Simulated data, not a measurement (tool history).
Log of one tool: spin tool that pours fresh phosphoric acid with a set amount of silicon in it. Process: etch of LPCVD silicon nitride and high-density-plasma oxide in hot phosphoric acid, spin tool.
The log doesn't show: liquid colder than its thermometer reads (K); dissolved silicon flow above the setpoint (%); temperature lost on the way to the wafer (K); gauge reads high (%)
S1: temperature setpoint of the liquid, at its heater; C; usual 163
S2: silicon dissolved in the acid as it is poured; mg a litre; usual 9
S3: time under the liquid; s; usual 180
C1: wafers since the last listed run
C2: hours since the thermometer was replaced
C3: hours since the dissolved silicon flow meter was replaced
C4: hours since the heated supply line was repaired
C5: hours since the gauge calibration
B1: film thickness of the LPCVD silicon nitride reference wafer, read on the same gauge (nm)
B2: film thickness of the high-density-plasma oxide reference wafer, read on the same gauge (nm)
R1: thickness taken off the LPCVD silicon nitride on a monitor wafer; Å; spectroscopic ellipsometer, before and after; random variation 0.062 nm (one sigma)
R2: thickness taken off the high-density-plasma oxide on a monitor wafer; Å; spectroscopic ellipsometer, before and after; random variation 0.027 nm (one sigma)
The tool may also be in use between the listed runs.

Run 1, hour 0: usual settings but S2 4.5 mg a litre, S3 250 s; C1 0; C2 1113; C3 963.1; C4 1031.1; C5 219.8; B1 69.99; B2 100.003. Result: R1 242.1 Å, R2 18.12 Å.
Run 2, hour 107.8: usual settings but S1 162 C, S2 15.5 mg a litre, S3 235 s; C1 599; C2 1220.8; C3 1070.9; C4 1138.9; C5 327.6; B1 70; B2 99.985. Result: R1 221.4 Å, R2 12.48 Å.
Run 3, hour 174.4: usual settings but S1 160 C; C1 370; C2 1287.4; C3 1137.5; C4 1205.5; C5 394.2; B1 69.98; B2 100.066. Result: R1 158.3 Å, R2 9.29 Å.
At hour 189.3: heated supply line repaired.
At hour 372.9: thermometer replaced.
Run 4, hour 426: usual settings but S2 14 mg a litre, S3 270 s; C1 1387; C2 53.1; C3 1389.1; C4 236.7; C5 645.8; B1 70; B2 100.004. Result: R1 260.9 Å, R2 15.33 Å.
Run 5, hour 510.1: usual settings but S1 165.5 C, S2 2 mg a litre, S3 100 s; C1 467; C2 137.2; C3 1473.2; C4 320.8; C5 729.9; B1 69.99; B2 100.01. Result: R1 105.6 Å, R2 9.26 Å.
Run 6, hour 585.3: usual settings but S1 161.5 C; C1 418; C2 212.4; C3 1548.4; C4 396; C5 805.1; B1 70; B2 99.987. Result: R1 166 Å, R2 10.55 Å.
Run 7, hour 691.6: usual settings; C1 591; C2 318.7; C3 1654.7; C4 502.3; C5 911.4; B1 70.03; B2 100.014. Result: R1 173.8 Å, R2 11.37 Å.
Run 8, hour 774.5: usual settings; C1 460; C2 401.6; C3 1737.6; C4 585.2; C5 994.3; B1 70.01; B2 99.986. Result: R1 173.4 Å, R2 11.9 Å.
Run 9, hour 840.1: usual settings but S2 15 mg a litre; C1 364; C2 467.2; C3 1803.2; C4 650.8; C5 1059.9; B1 69.98; B2 99.975. Result: R1 174.4 Å, R2 10.41 Å.
At hour 864.1: dissolved silicon flow meter replaced.
Run 10, hour 904.3: usual settings but S1 160.5 C, S2 6.5 mg a litre, S3 105 s; C1 351; C2 531.4; C3 40.2; C4 715; C5 1124.1; B1 69.99; B2 99.972. Result: R1 93.9 Å, R2 6.1 Å.
Run 11, hour 998: usual settings but S2 15.5 mg a litre, S3 290 s; C1 521; C2 625.1; C3 133.9; C4 808.7; C5 1217.8; B1 70.02; B2 100.032. Result: R1 280.9 Å, R2 16.57 Å.
Run 12, hour 1055.9: usual settings; C1 321; C2 683; C3 191.8; C4 866.6; C5 1275.7; B1 69.97; B2 99.951. Result: R1 175.1 Å, R2 12.25 Å.
Run 13, hour 1161.7: usual settings but S1 160.5 C, S3 265 s; C1 588; C2 788.8; C3 297.6; C4 972.4; C5 1381.5; B1 70.03; B2 100.018. Result: R1 237.8 Å, R2 15.25 Å.
Run 14, hour 1262.3: usual settings but S2 13 mg a litre, S3 285 s; C1 559; C2 889.4; C3 398.2; C4 1073; C5 1482.1; B1 70; B2 100. Result: R1 278.1 Å, R2 17.05 Å.
Run 15, hour 1302.2: usual settings but S1 164 C, S2 12.5 mg a litre, S3 225 s; C1 221; C2 929.3; C3 438.1; C4 1112.9; C5 1522; B1 70.01; B2 99.988. Result: R1 224.5 Å, R2 14.57 Å.
At hour 1376.8: heated supply line repaired.
Run 16, hour 1389.9: usual settings but S1 164.5 C, S2 7 mg a litre; C1 482; C2 1017; C3 525.8; C4 13.1; C5 1609.7; B1 70.01; B2 100.003. Result: R1 183.7 Å, R2 13.76 Å.
Run 17, hour 1455.3: usual settings but S1 160.5 C, S3 70 s; C1 363; C2 1082.4; C3 591.2; C4 78.5; C5 1675.1; B1 69.98; B2 100.007. Result: R1 62.8 Å, R2 3.71 Å.
Run 18, hour 1558.2: usual settings but S2 4 mg a litre; C1 572; C2 1185.3; C3 694.1; C4 181.4; C5 1778; B1 69.97; B2 100. Result: R1 174.4 Å, R2 13.46 Å.
Run 19, hour 1633.8: usual settings but S1 162 C, S2 6.5 mg a litre, S3 275 s; C1 420; C2 1260.9; C3 769.7; C4 257; C5 1853.6; B1 70; B2 99.982. Result: R1 257.9 Å, R2 18.73 Å.
Run 20, hour 1719.6: usual settings but S1 164.5 C, S2 11.5 mg a litre, S3 75 s; C1 477; C2 1346.7; C3 855.5; C4 342.8; C5 1939.4; B1 70.01; B2 100.038. Result: R1 76.3 Å, R2 5.07 Å.

What the log doesn't show, run by run:
liquid colder than its thermometer reads (K): 0 in every run
dissolved silicon flow above the setpoint (%): 0 in every run
temperature lost on the way to the wafer (K): 0 in every run
gauge reads high (%): 0 in every run

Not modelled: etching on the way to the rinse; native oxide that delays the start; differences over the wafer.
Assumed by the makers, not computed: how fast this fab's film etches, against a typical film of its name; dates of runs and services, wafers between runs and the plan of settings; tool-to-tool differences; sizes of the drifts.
